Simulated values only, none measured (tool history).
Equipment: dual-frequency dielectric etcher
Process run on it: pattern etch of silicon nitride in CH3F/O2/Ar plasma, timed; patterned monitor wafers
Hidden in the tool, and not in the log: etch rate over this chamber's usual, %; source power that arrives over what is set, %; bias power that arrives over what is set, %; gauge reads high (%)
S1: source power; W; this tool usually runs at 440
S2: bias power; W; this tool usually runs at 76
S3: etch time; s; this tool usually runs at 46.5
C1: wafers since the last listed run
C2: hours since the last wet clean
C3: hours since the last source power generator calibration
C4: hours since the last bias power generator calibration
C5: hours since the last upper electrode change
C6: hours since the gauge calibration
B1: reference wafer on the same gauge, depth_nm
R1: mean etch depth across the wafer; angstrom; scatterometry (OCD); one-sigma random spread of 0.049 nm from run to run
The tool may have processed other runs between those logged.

run   hour   S1  S2    S3    C1     C2      C3      C4      C5     C6     B1     R1
  1      0  440  76  46.5     0  302.6  2606.2    4177    6187  242.6  38.83    331
  2     79  440  76  46.5  1031  381.6  2685.2    4256    6266  321.6   38.8  332.4
  3  104.4  440  76    52   331    407  2710.6  4281.4  6291.4    347  38.78  372.6
  4  138.1  440  76    52   440  440.7  2744.3  4315.1  6325.1  380.7  38.78  371.6
  5  150.3  440  76  36.5   159  452.9  2756.5  4327.3  6337.3  392.9  38.81    262
  6  163.9  440  76  46.5   177  466.5  2770.1  4340.9  6350.9  406.5  38.81  332.8
  7  186.3  440  76  46.5   292  488.9  2792.5  4363.3  6373.3  428.9  38.79  333.7
  8  203.1  440  76  46.5   219  505.7  2809.3  4380.1  6390.1  445.7   38.8  333.2
     225.6  -- bias power generator calibrated
     234.8  -- wet clean of the chamber
  9  235.3  370  76  46.5   248    0.5  2841.5     9.7  6422.3  477.9  38.82  315.2
 10    242  370  76  46.5    87    7.2  2848.2    16.4    6429  484.6  38.82  315.4
     254.3  -- source power generator calibrated
       265  -- gauge calibrated
 11  274.4  440  76  46.5   370   39.6    20.1    48.8  6461.4    9.4  38.81  329.3
 12  306.1  510  76  46.5   413   71.3    51.8    80.5  6493.1   41.1   38.8  343.6
     336.8  -- upper electrode replaced
 13  337.3  440  76    58    94  102.5      83   111.7     0.5   72.3  38.82    411
 14  396.9  440  76  46.5   778  162.1   142.6   171.3    60.1  131.9  38.81  331.9
 15  423.9  440  81    43   352  189.1   169.6   198.3    87.1  158.9   38.8    313
 16  502.4  520  76  34.5  1025  267.6   248.1   276.8   165.6  237.4  38.81  257.7
 17  529.1  440  70    38   348  294.3   274.8   303.5   192.3  264.1  38.81  264.7
 18  558.2  380  76  46.5   380  323.4   303.9   332.6   221.4  293.2  38.82    321
 19  585.2  440  76  46.5   352  350.4   330.9   359.6   248.4  320.2  38.81  333.5
 20  608.9  440  76  46.5   309  374.1   354.6   383.3   272.1  343.9   38.8  333.9
 21  631.2  440  76  46.5   291  396.4   376.9   405.6   294.4  366.2   38.8  334.9
 22  660.7  480  71  46.5   385  425.9   406.4   435.1   323.9  395.7  38.78  334.9
 23  695.9  480  64  34.5   459  461.1   441.6   470.3   359.1  430.9  38.81  240.5

Here are 5 independent what-if runs from the current tool condition. What would each one return?
  A  696.3  440  62  46.5   5  461.5  442  470.7  359.5  431.3   ?   ?
  B  696.3  530  88    42   5  461.5  442  470.7  359.5  431.3   ?   ?
  C  696.3  510  84    55   5  461.5  442  470.7  359.5  431.3   ?   ?
  D  696.3  370  91  46.5   5  461.5  442  470.7  359.5  431.3   ?   ?
  E  696.3  440  82  46.5   5  461.5  442  470.7  359.5  431.3   ?   ?

run     B1     R1
  A  38.81  314.6
  B  38.81    334
  C  38.81  426.3
  D  38.81  341.2
  E  38.81  343.9
Stripped of hidden state, with their random variation kept, the same runs would have yielded:
run     R1
  A  307.5
  B  326.5
  C  416.7
  D  333.5
  E  336.2

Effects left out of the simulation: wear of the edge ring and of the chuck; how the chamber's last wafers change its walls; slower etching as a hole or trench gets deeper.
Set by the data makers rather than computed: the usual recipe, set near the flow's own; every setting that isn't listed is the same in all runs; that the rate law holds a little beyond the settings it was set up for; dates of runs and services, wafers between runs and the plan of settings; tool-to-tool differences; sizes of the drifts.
